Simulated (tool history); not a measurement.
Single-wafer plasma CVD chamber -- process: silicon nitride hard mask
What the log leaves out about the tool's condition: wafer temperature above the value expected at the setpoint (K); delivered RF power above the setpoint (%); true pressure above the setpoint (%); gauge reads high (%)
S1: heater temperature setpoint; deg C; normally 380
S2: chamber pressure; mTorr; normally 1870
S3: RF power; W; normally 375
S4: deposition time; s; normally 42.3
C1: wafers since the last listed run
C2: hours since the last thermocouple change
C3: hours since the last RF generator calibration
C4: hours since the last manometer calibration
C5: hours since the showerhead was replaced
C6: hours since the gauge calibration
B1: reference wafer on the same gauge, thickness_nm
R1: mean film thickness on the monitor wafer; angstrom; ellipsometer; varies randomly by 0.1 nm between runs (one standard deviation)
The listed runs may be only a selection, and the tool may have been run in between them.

run 1 hour=0.0 | S1=386 S2=1870 S3=420 S4=42.3 | C1=0 C2=2829.6 C3=1225.9 C4=2123.8 C5=5532.0 C6=87.6 | B1=46.891 | R1=567.45
run 2 hour=9.8 | S1=386 S2=1870 S3=420 S4=42.3 | C1=196 C2=2839.4 C3=1235.7 C4=2133.6 C5=5541.8 C6=97.4 | B1=46.888 | R1=568.17
run 3 hour=21.7 | S1=376 S2=1870 S3=375 S4=42.3 | C1=238 C2=2851.3 C3=1247.6 C4=2145.5 C5=5553.7 C6=109.3 | B1=46.955 | R1=520.40
run 4 hour=34.1 | S1=376 S2=1870 S3=375 S4=42.3 | C1=248 C2=2863.7 C3=1260.0 C4=2157.9 C5=5566.1 C6=121.7 | B1=46.868 | R1=522.09
run 5 hour=45.0 | S1=376 S2=1870 S3=375 S4=42.3 | C1=218 C2=2874.6 C3=1270.9 C4=2168.8 C5=5577.0 C6=132.6 | B1=46.931 | R1=520.60
run 6 hour=55.9 | S1=380 S2=1870 S3=375 S4=39.4 | C1=218 C2=2885.5 C3=1281.8 C4=2179.7 C5=5587.9 C6=143.5 | B1=46.880 | R1=482.92
run 7 hour=64.7 | S1=380 S2=1870 S3=375 S4=39.4 | C1=176 C2=2894.3 C3=1290.6 C4=2188.5 C5=5596.7 C6=152.3 | B1=46.883 | R1=483.36
-- hour=76.8 showerhead replaced
run 8 hour=77.3 | S1=380 S2=1870 S3=435 S4=42.3 | C1=92 C2=2906.9 C3=1303.2 C4=2201.1 C5=0.5 C6=164.9 | B1=46.882 | R1=582.83
-- hour=90.4 capacitance manometer re-zeroed and calibrated
run 9 hour=95.3 | S1=389 S2=2070 S3=345 S4=45.3 | C1=200 C2=2924.9 C3=1321.2 C4=4.9 C5=18.5 C6=182.9 | B1=46.868 | R1=522.86
-- hour=108.2 RF generator calibrated
run 10 hour=112.9 | S1=380 S2=1470 S3=420 S4=45.8 | C1=192 C2=2942.5 C3=4.7 C4=22.5 C5=36.1 C6=200.5 | B1=46.915 | R1=629.86
-- hour=120.2 gauge calibrated
run 11 hour=121.0 | S1=380 S2=1470 S3=420 S4=45.8 | C1=162 C2=2950.6 C3=12.8 C4=30.6 C5=44.2 C6=0.8 | B1=46.918 | R1=632.57
-- hour=136.2 thermocouple changed; heater temperature recalibrated
run 12 hour=138.6 | S1=368 S2=1870 S3=340 S4=47.0 | C1=192 C2=2.4 C3=30.4 C4=48.2 C5=61.8 C6=18.4 | B1=46.893 | R1=574.03
run 13 hour=145.7 | S1=380 S2=2280 S3=375 S4=42.3 | C1=142 C2=9.5 C3=37.5 C4=55.3 C5=68.9 C6=25.5 | B1=46.933 | R1=576.21
run 14 hour=157.1 | S1=380 S2=1870 S3=375 S4=42.3 | C1=228 C2=20.9 C3=48.9 C4=66.7 C5=80.3 C6=36.9 | B1=46.913 | R1=557.09
run 15 hour=171.2 | S1=380 S2=1870 S3=375 S4=46.8 | C1=283 C2=35.0 C3=63.0 C4=80.8 C5=94.4 C6=51.0 | B1=46.901 | R1=614.78

For each entry between runs, how does the tool's hidden state at the last listed run before it compare with that at the first listed run after it?
Logged between run 7 and run 8: showerhead replaced (hour 76.8)
  delivered RF power above the setpoint (%): -9.37 -> -9.45
  what was measured, less what the result would be without the hidden state, R1: -40.95 -> -46.04 angstrom
Logged between run 8 and run 9: capacitance manometer re-zeroed and calibrated (hour 90.4)
  delivered RF power above the setpoint (%): -9.45 -> -9.56
  what was measured, less what the result would be without the hidden state, R1: -46.04 -> -47.41 angstrom
Logged between run 9 and run 10: RF generator calibrated (hour 108.2)
  delivered RF power above the setpoint (%): -9.56 -> -0.979
  what was measured, less what the result would be without the hidden state, R1: -47.41 -> -4.70 angstrom
Logged between run 10 and run 11: gauge calibrated (hour 120.2)
  delivered RF power above the setpoint (%): -0.979 -> -1.03
  what was measured, less what the result would be without the hidden state, R1: -4.70 -> -4.97 angstrom
Logged between run 11 and run 12: thermocouple changed; heater temperature recalibrated (hour 136.2)
  delivered RF power above the setpoint (%): -1.03 -> -1.14
  what was measured, less what the result would be without the hidden state, R1: -4.97 -> -5.65 angstrom
